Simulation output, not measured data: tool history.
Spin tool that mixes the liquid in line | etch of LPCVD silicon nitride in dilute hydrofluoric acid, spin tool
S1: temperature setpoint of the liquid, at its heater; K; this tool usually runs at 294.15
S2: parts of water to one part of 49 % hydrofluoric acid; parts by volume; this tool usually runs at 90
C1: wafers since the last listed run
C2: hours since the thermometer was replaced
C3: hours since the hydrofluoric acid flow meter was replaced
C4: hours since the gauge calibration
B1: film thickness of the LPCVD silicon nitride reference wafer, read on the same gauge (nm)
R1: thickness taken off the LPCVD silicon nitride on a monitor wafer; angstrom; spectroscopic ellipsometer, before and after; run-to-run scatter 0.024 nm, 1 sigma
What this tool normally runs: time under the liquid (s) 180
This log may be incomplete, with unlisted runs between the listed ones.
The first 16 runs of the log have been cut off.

-- hour=734.1 thermometer replaced
run 17 hour=736.3 | S1=296.15 S2=110 time_under_the_liquid_(s)=260 | C1=321 C2=2.2 C3=487.5 C4=590.7 | B1=70.000 | R1=11.95
run 18 hour=766.5 | S1=296.15 S2=90 time_under_the_liquid_(s)=110 | C1=192 C2=32.4 C3=517.7 C4=620.9 | B1=69.984 | R1=6.35
run 19 hour=822.1 | S1=294.15 S2=130 time_under_the_liquid_(s)=180 | C1=353 C2=88.0 C3=573.3 C4=676.5 | B1=70.004 | R1=6.14
-- hour=853.8 hydrofluoric acid flow meter replaced
run 20 hour=1004.8 | S1=298.15 S2=125 time_under_the_liquid_(s)=100 | C1=1156 C2=270.7 C3=151.0 C4=859.2 | B1=70.006 | R1=4.75
run 21 hour=1048.6 | S1=296.15 S2=60 time_under_the_liquid_(s)=280 | C1=278 C2=314.5 C3=194.8 C4=903.0 | B1=69.997 | R1=23.69
run 22 hour=1132.9 | S1=294.15 S2=90 time_under_the_liquid_(s)=180 | C1=536 C2=398.8 C3=279.1 C4=987.3 | B1=69.977 | R1=9.03
run 23 hour=1165.0 | S1=292.65 S2=70 time_under_the_liquid_(s)=125 | C1=204 C2=430.9 C3=311.2 C4=1019.4 | B1=70.009 | R1=7.23
run 24 hour=1236.5 | S1=294.15 S2=90 time_under_the_liquid_(s)=180 | C1=455 C2=502.4 C3=382.7 C4=1090.9 | B1=70.013 | R1=9.27
run 25 hour=1272.7 | S1=294.15 S2=90 time_under_the_liquid_(s)=180 | C1=230 C2=538.6 C3=418.9 C4=1127.1 | B1=70.004 | R1=9.02
run 26 hour=1296.9 | S1=298.15 S2=60 time_under_the_liquid_(s)=225 | C1=154 C2=562.8 C3=443.1 C4=1151.3 | B1=69.997 | R1=22.55
run 27 hour=1346.1 | S1=294.15 S2=90 time_under_the_liquid_(s)=180 | C1=313 C2=612.0 C3=492.3 C4=1200.5 | B1=70.002 | R1=9.48
run 28 hour=1406.4 | S1=298.15 S2=90 time_under_the_liquid_(s)=180 | C1=383 C2=672.3 C3=552.6 C4=1260.8 | B1=70.015 | R1=11.54
run 29 hour=1438.2 | S1=290.65 S2=135 time_under_the_liquid_(s)=180 | C1=202 C2=704.1 C3=584.4 C4=1292.6 | B1=69.992 | R1=4.66
run 30 hour=1467.3 | S1=298.15 S2=130 time_under_the_liquid_(s)=130 | C1=185 C2=733.2 C3=613.5 C4=1321.7 | B1=69.962 | R1=5.94
-- hour=1499.0 hydrofluoric acid flow meter replaced
run 31 hour=1666.8 | S1=294.15 S2=90 time_under_the_liquid_(s)=180 | C1=1263 C2=932.7 C3=167.8 C4=1521.2 | B1=69.976 | R1=9.58
run 32 hour=1698.1 | S1=294.15 S2=90 time_under_the_liquid_(s)=100 | C1=199 C2=964.0 C3=199.1 C4=1552.5 | B1=69.983 | R1=5.15
run 33 hour=1754.0 | S1=290.15 S2=70 time_under_the_liquid_(s)=220 | C1=355 C2=1019.9 C3=255.0 C4=1608.4 | B1=69.987 | R1=11.58

Predict each of these 3 candidate next runs independently; none follows another, all start after run 33:
run A hour=1754.5 | S1=294.15 S2=115 time_under_the_liquid_(s)=180 | C1=3 C2=1020.4 C3=255.5 C4=1608.9 | B1=? | R1=?
run B hour=1754.5 | S1=294.15 S2=90 time_under_the_liquid_(s)=75 | C1=3 C2=1020.4 C3=255.5 C4=1608.9 | B1=? | R1=?
run C hour=1754.5 | S1=294.15 S2=70 time_under_the_liquid_(s)=180 | C1=3 C2=1020.4 C3=255.5 C4=1608.9 | B1=? | R1=?

run=A B1=70.014 R1=7.29
run=B B1=70.014 R1=3.86
run=C B1=70.014 R1=11.87
The same runs, with their run-to-run variation unchanged, on a tool lacking any hidden condition would have given:
run=A R1=6.85
run=B R1=3.63
run=C R1=11.13
